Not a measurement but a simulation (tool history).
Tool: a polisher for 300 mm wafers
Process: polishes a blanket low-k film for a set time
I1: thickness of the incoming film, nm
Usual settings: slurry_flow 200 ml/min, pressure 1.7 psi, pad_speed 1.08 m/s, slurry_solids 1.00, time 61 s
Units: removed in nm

run 1 day=0.000 | slurry_flow=200 pressure=1.7 pad_speed=1.08 slurry_solids=1.00 time=61 | I1=440.8 | removed=20.7
-- day=2.092 slurry nozzle cleaned
-- day=2.450 worn pad replaced by a new one
run 2 day=3.292 | slurry_flow=200 pressure=1.7 pad_speed=1.08 slurry_solids=1.00 time=61 | I1=437.3 | removed=20.1
-- day=4.308 conditioning disc replaced and pad reconditioned
run 3 day=5.196 | slurry_flow=200 pressure=1.7 pad_speed=1.08 slurry_solids=1.00 time=61 | I1=434.7 | removed=23.9
-- day=7.683 head pressure recalibrated
run 4 day=7.704 | slurry_flow=200 pressure=1.7 pad_speed=1.08 slurry_solids=1.00 time=61 | I1=447.3 | removed=24.0
run 5 day=11.950 | slurry_flow=200 pressure=1.7 pad_speed=1.08 slurry_solids=1.00 time=61 | I1=435.3 | removed=22.4
-- day=13.771 slurry blender recalibrated
-- day=14.858 worn pad replaced by a new one
run 6 day=16.154 | slurry_flow=200 pressure=1.5 pad_speed=1.08 slurry_solids=1.00 time=66 | I1=444.7 | removed=21.4
-- day=17.262 slurry nozzle cleaned
run 7 day=18.996 | slurry_flow=200 pressure=1.7 pad_speed=1.08 slurry_solids=1.00 time=61 | I1=437.3 | removed=21.2
run 8 day=21.788 | slurry_flow=200 pressure=1.7 pad_speed=1.08 slurry_solids=1.00 time=61 | I1=435.8 | removed=20.8
run 9 day=25.958 | slurry_flow=200 pressure=1.7 pad_speed=1.08 slurry_solids=1.00 time=61 | I1=440.8 | removed=19.7
-- day=26.962 slurry blender recalibrated
-- day=27.000 conditioning disc replaced and pad reconditioned
run 10 day=27.496 | slurry_flow=200 pressure=1.4 pad_speed=1.08 slurry_solids=1.20 time=61 | I1=442.4 | removed=22.8
-- day=28.962 worn pad replaced by a new one
run 11 day=29.483 | slurry_flow=200 pressure=1.4 pad_speed=1.08 slurry_solids=1.20 time=61 | I1=441.6 | removed=22.3
-- day=29.933 head pressure recalibrated
-- day=31.921 slurry nozzle cleaned
run 12 day=33.650 | slurry_flow=200 pressure=1.7 pad_speed=1.08 slurry_solids=1.00 time=61 | I1=442.5 | removed=22.3
run 13 day=37.579 | slurry_flow=200 pressure=1.7 pad_speed=0.84 slurry_solids=1.00 time=61 | I1=440.7 | removed=18.0
-- day=39.062 slurry blender recalibrated
run 14 day=40.658 | slurry_flow=200 pressure=2.3 pad_speed=1.08 slurry_solids=1.00 time=79 | I1=441.2 | removed=33.2
-- day=40.842 worn pad replaced by a new one
run 15 day=44.933 | slurry_flow=200 pressure=1.7 pad_speed=1.08 slurry_solids=0.70 time=46 | I1=437.2 | removed=12.4
run 16 day=46.446 | slurry_flow=200 pressure=1.7 pad_speed=1.08 slurry_solids=1.00 time=61 | I1=449.1 | removed=20.5
-- day=47.438 slurry nozzle cleaned
-- day=48.146 conditioning disc replaced and pad reconditioned
run 17 day=48.746 | slurry_flow=200 pressure=1.7 pad_speed=1.08 slurry_solids=0.70 time=52 | I1=447.5 | removed=17.1
-- day=49.175 head pressure recalibrated
run 18 day=50.638 | slurry_flow=200 pressure=1.7 pad_speed=0.80 slurry_solids=1.20 time=61 | I1=436.3 | removed=20.7
-- day=53.533 slurry blender recalibrated
run 19 day=53.629 | slurry_flow=200 pressure=1.7 pad_speed=1.08 slurry_solids=1.00 time=61 | I1=432.2 | removed=23.3
-- day=55.708 worn pad replaced by a new one
run 20 day=55.729 | slurry_flow=200 pressure=1.7 pad_speed=1.08 slurry_solids=1.15 time=79 | I1=450.2 | removed=30.4
run 21 day=58.246 | slurry_flow=245 pressure=1.4 pad_speed=1.08 slurry_solids=1.00 time=61 | I1=440.1 | removed=20.1
-- day=59.254 slurry nozzle cleaned
run 22 day=62.667 | slurry_flow=155 pressure=1.4 pad_speed=0.96 slurry_solids=1.00 time=61 | I1=447.0 | removed=16.7
run 23 day=65.896 | slurry_flow=200 pressure=1.7 pad_speed=1.08 slurry_solids=1.00 time=61 | I1=442.5 | removed=20.7
run 24 day=67.612 | slurry_flow=200 pressure=2.1 pad_speed=1.08 slurry_solids=1.10 time=71 | I1=438.3 | removed=28.5

3 ways to go on from here, each from the tool as it stands after run 24. What would each give?
run A day=67.629 | slurry_flow=200 pressure=1.7 pad_speed=1.08 slurry_solids=1.00 time=61 | I1=433.5 | removed=?
run B day=67.629 | slurry_flow=200 pressure=1.3 pad_speed=0.84 slurry_solids=1.00 time=61 | I1=433.5 | removed=?
run C day=67.629 | slurry_flow=200 pressure=1.9 pad_speed=1.08 slurry_solids=1.30 time=61 | I1=433.5 | removed=?

run=A removed=20.0
run=B removed=14.2
run=C removed=24.1
Without the tool's hidden state the same runs would have given:
run=A removed=23.9
run=B removed=16.2
run=C removed=29.2

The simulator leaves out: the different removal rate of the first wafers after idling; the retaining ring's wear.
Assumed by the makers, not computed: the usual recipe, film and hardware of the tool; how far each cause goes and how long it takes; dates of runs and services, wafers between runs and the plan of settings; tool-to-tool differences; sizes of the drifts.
